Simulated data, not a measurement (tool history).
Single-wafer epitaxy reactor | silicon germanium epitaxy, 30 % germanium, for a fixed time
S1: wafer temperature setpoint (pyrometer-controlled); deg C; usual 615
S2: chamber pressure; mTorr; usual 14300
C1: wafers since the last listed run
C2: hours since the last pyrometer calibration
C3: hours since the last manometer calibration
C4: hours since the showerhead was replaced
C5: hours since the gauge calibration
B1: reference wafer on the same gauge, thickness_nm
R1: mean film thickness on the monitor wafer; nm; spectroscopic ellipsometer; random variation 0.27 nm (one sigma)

Run 1, hour 0.0: usual settings; C1 0; C2 1307.0; C3 2942.9; C4 4002.4; C5 81.1; B1 75.416. Result: R1 68.405 nm.
Run 2, hour 12.5: usual settings; C1 188; C2 1319.5; C3 2955.4; C4 4014.9; C5 93.6; B1 75.396. Result: R1 67.919 nm.
Run 3, hour 39.2: usual settings; C1 402; C2 1346.2; C3 2982.1; C4 4041.6; C5 120.3; B1 75.442. Result: R1 68.701 nm.
Run 4, hour 67.1: usual settings; C1 420; C2 1374.1; C3 3010.0; C4 4069.5; C5 148.2; B1 75.407. Result: R1 69.167 nm.
Run 5, hour 86.0: usual settings; C1 284; C2 1393.0; C3 3028.9; C4 4088.4; C5 167.1; B1 75.509. Result: R1 68.710 nm.
Run 6, hour 129.5: usual settings but S2 15900 mTorr; C1 655; C2 1436.5; C3 3072.4; C4 4131.9; C5 210.6; B1 75.531. Result: R1 71.998 nm.
Run 7, hour 158.1: usual settings; C1 431; C2 1465.1; C3 3101.0; C4 4160.5; C5 239.2; B1 75.406. Result: R1 69.054 nm.
Run 8, hour 181.3: usual settings; C1 349; C2 1488.3; C3 3124.2; C4 4183.7; C5 262.4; B1 75.414. Result: R1 69.418 nm.
Run 9, hour 203.9: usual settings but S2 16000 mTorr; C1 340; C2 1510.9; C3 3146.8; C4 4206.3; C5 285.0; B1 75.468. Result: R1 73.375 nm.
Run 10, hour 235.4: usual settings but S2 16000 mTorr; C1 474; C2 1542.4; C3 3178.3; C4 4237.8; C5 316.5; B1 75.367. Result: R1 72.871 nm.
Run 11, hour 266.6: usual settings but S2 16000 mTorr; C1 470; C2 1573.6; C3 3209.5; C4 4269.0; C5 347.7; B1 75.414. Result: R1 73.727 nm.
At hour 300.2: capacitance manometer re-zeroed and calibrated.
Run 12, hour 300.7: usual settings; C1 393; C2 1607.7; C3 0.5; C4 4303.1; C5 381.8; B1 75.474. Result: R1 69.533 nm.
Run 13, hour 311.2: usual settings; C1 158; C2 1618.2; C3 11.0; C4 4313.6; C5 392.3; B1 75.427. Result: R1 70.157 nm.
Run 14, hour 331.2: usual settings; C1 301; C2 1638.2; C3 31.0; C4 4333.6; C5 412.3; B1 75.292. Result: R1 69.642 nm.
At hour 343.3: pyrometer calibrated.
Run 15, hour 347.6: usual settings; C1 126; C2 4.3; C3 47.4; C4 4350.0; C5 428.7; B1 75.363. Result: R1 66.621 nm.
Run 16, hour 361.5: usual settings; C1 209; C2 18.2; C3 61.3; C4 4363.9; C5 442.6; B1 75.419. Result: R1 66.919 nm.
Run 17, hour 387.0: usual settings; C1 384; C2 43.7; C3 86.8; C4 4389.4; C5 468.1; B1 75.533. Result: R1 66.335 nm.
At hour 410.3: gauge calibrated.
Run 18, hour 415.6: usual settings but S1 628 deg C, S2 12500 mTorr; C1 431; C2 72.3; C3 115.4; C4 4418.0; C5 5.3; B1 75.382. Result: R1 80.905 nm.
Run 19, hour 437.3: usual settings; C1 327; C2 94.0; C3 137.1; C4 4439.7; C5 27.0; B1 75.345. Result: R1 66.825 nm.
Run 20, hour 450.3: usual settings but S1 626 deg C, S2 17800 mTorr; C1 195; C2 107.0; C3 150.1; C4 4452.7; C5 40.0; B1 75.511. Result: R1 91.789 nm.
Run 21, hour 517.1: usual settings but S1 621 deg C, S2 12100 mTorr; C1 1007; C2 173.8; C3 216.9; C4 4519.5; C5 106.8; B1 75.510. Result: R1 69.769 nm.
Run 22, hour 529.4: usual settings but S1 619 deg C; C1 185; C2 186.1; C3 229.2; C4 4531.8; C5 119.1; B1 75.385. Result: R1 72.473 nm.
Run 23, hour 551.3: usual settings but S1 600 deg C, S2 15200 mTorr; C1 330; C2 208.0; C3 251.1; C4 4553.7; C5 141.0; B1 75.347. Result: R1 50.271 nm.
Run 24, hour 579.0: usual settings; C1 417; C2 235.7; C3 278.8; C4 4581.4; C5 168.7; B1 75.339. Result: R1 66.622 nm.
At hour 591.4: showerhead replaced.
Run 25, hour 614.2: usual settings; C1 410; C2 270.9; C3 314.0; C4 22.8; C5 203.9; B1 75.513. Result: R1 66.038 nm.
Run 26, hour 644.4: usual settings but S1 604 deg C; C1 455; C2 301.1; C3 344.2; C4 53.0; C5 234.1; B1 75.476. Result: R1 53.356 nm.
Run 27, hour 667.4: usual settings; C1 346; C2 324.1; C3 367.2; C4 76.0; C5 257.1; B1 75.359. Result: R1 66.779 nm.
Run 28, hour 695.0: usual settings but S1 621 deg C; C1 416; C2 351.7; C3 394.8; C4 103.6; C5 284.7; B1 75.355. Result: R1 74.926 nm.
Run 29, hour 730.3: usual settings but S1 604 deg C, S2 12600 mTorr; C1 532; C2 387.0; C3 430.1; C4 138.9; C5 320.0; B1 75.450. Result: R1 50.632 nm.
Run 30, hour 758.4: usual settings; C1 423; C2 415.1; C3 458.2; C4 167.0; C5 348.1; B1 75.385. Result: R1 66.589 nm.
Run 31, hour 779.4: usual settings but S2 17600 mTorr; C1 316; C2 436.1; C3 479.2; C4 188.0; C5 369.1; B1 75.353. Result: R1 73.120 nm.
Run 32, hour 796.2: usual settings but S1 604 deg C, S2 13000 mTorr; C1 253; C2 452.9; C3 496.0; C4 204.8; C5 385.9; B1 75.462. Result: R1 51.315 nm.
Run 33, hour 811.3: usual settings but S1 605 deg C; C1 227; C2 468.0; C3 511.1; C4 219.9; C5 401.0; B1 75.329. Result: R1 54.734 nm.
Run 34, hour 840.8: usual settings but S1 623 deg C, S2 15700 mTorr; C1 444; C2 497.5; C3 540.6; C4 249.4; C5 430.5; B1 75.347. Result: R1 81.466 nm.
Run 35, hour 861.8: usual settings; C1 316; C2 518.5; C3 561.6; C4 270.4; C5 451.5; B1 75.383. Result: R1 66.924 nm.

Some steps in R1 between neighbouring runs. How much of each would the tool show without its hidden state too (settings, what came in, random variation), and how much is left for the hidden state, with any gauge scatter that isn't in both results?
The hidden state here: wafer temperature above the value expected at the setpoint (K); true pressure above the setpoint (%); gauge reads high (%).
Run 5 -> 6: S2 14300 -> 15900. R1 +3.288 nm: hidden state +0.340, all else +2.948.
Run 14 -> 15: pyrometer calibrated. R1 -3.021 nm: hidden state -3.583, all else +0.562.
Run 19 -> 20: S1 615 -> 626, S2 14300 -> 17800. R1 +24.964 nm: hidden state +0.147, all else +24.817.
Run 28 -> 29: S1 621 -> 604, S2 14300 -> 12600. R1 -24.294 nm: hidden state -0.164, all else -24.130.
Run 33 -> 34: S1 605 -> 623, S2 14300 -> 15700. R1 +26.732 nm: hidden state +0.324, all else +26.408.
